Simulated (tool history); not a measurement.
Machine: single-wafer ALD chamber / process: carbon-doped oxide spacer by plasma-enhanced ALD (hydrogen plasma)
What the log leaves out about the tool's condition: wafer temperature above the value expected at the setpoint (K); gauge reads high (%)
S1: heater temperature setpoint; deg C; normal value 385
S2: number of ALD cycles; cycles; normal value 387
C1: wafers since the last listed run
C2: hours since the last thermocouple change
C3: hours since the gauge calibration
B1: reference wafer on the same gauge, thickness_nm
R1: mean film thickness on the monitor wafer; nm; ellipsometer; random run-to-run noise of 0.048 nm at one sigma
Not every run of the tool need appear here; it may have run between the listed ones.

Run 1, hour 0.0: usual settings; C1 0; C2 1807.1; C3 102.0; B1 22.386. Result: R1 19.236 nm.
Run 2, hour 11.8: usual settings; C1 15; C2 1818.9; C3 113.8; B1 22.364. Result: R1 19.264 nm.
Run 3, hour 20.6: usual settings; C1 11; C2 1827.7; C3 122.6; B1 22.406. Result: R1 19.276 nm.
Run 4, hour 31.9: usual settings; C1 14; C2 1839.0; C3 133.9; B1 22.398. Result: R1 19.228 nm.
Run 5, hour 40.1: usual settings but S1 397 deg C, S2 423 cycles; C1 10; C2 1847.2; C3 142.1; B1 22.389. Result: R1 20.939 nm.
At hour 52.2: gauge calibrated.
Run 6, hour 54.2: usual settings but S1 397 deg C, S2 423 cycles; C1 18; C2 1861.3; C3 2.0; B1 22.417. Result: R1 20.930 nm.
Run 7, hour 63.4: usual settings; C1 11; C2 1870.5; C3 11.2; B1 22.392. Result: R1 19.250 nm.
Run 8, hour 77.4: usual settings but S2 429 cycles; C1 18; C2 1884.5; C3 25.2; B1 22.407. Result: R1 21.380 nm.
Run 9, hour 87.6: usual settings but S1 370 deg C, S2 461 cycles; C1 13; C2 1894.7; C3 35.4; B1 22.386. Result: R1 22.994 nm.
Run 10, hour 105.1: usual settings but S1 397 deg C, S2 364 cycles; C1 22; C2 1912.2; C3 52.9; B1 22.392. Result: R1 18.056 nm.
Run 11, hour 112.3: usual settings; C1 9; C2 1919.4; C3 60.1; B1 22.411. Result: R1 19.167 nm.
At hour 126.1: thermocouple changed; heater temperature recalibrated.
Run 12, hour 126.6: usual settings but S1 393 deg C, S2 366 cycles; C1 8; C2 0.5; C3 74.4; B1 22.384. Result: R1 18.166 nm.
Run 13, hour 135.6: usual settings but S1 379 deg C, S2 420 cycles; C1 11; C2 9.5; C3 83.4; B1 22.403. Result: R1 20.895 nm.
Run 14, hour 150.4: usual settings; C1 19; C2 24.3; C3 98.2; B1 22.428. Result: R1 19.191 nm.
Run 15, hour 162.4: usual settings but S1 396 deg C, S2 343 cycles; C1 15; C2 36.3; C3 110.2; B1 22.402. Result: R1 17.002 nm.

Branching from run 15: 4 alternative next runs. What would each branch give?
Run A, hour 163.4: usual settings; C1 1; C2 37.3; C3 111.2; B1 ?. Result: R1 ?.
Run B, hour 163.4: usual settings but S1 371 deg C, S2 444 cycles; C1 1; C2 37.3; C3 111.2; B1 ?. Result: R1 ?.
Run C, hour 163.4: usual settings but S1 372 deg C, S2 327 cycles; C1 1; C2 37.3; C3 111.2; B1 ?. Result: R1 ?.
Run D, hour 163.4: usual settings but S1 380 deg C; C1 1; C2 37.3; C3 111.2; B1 ?. Result: R1 ?.

run      B1      R1
  A  22.397  19.248
  B  22.397  22.082
  C  22.397  16.263
  D  22.397  19.248
Without the tool's hidden state the same runs would have given:
run      R1
  A  19.248
  B  22.082
  C  16.263
  D  19.248

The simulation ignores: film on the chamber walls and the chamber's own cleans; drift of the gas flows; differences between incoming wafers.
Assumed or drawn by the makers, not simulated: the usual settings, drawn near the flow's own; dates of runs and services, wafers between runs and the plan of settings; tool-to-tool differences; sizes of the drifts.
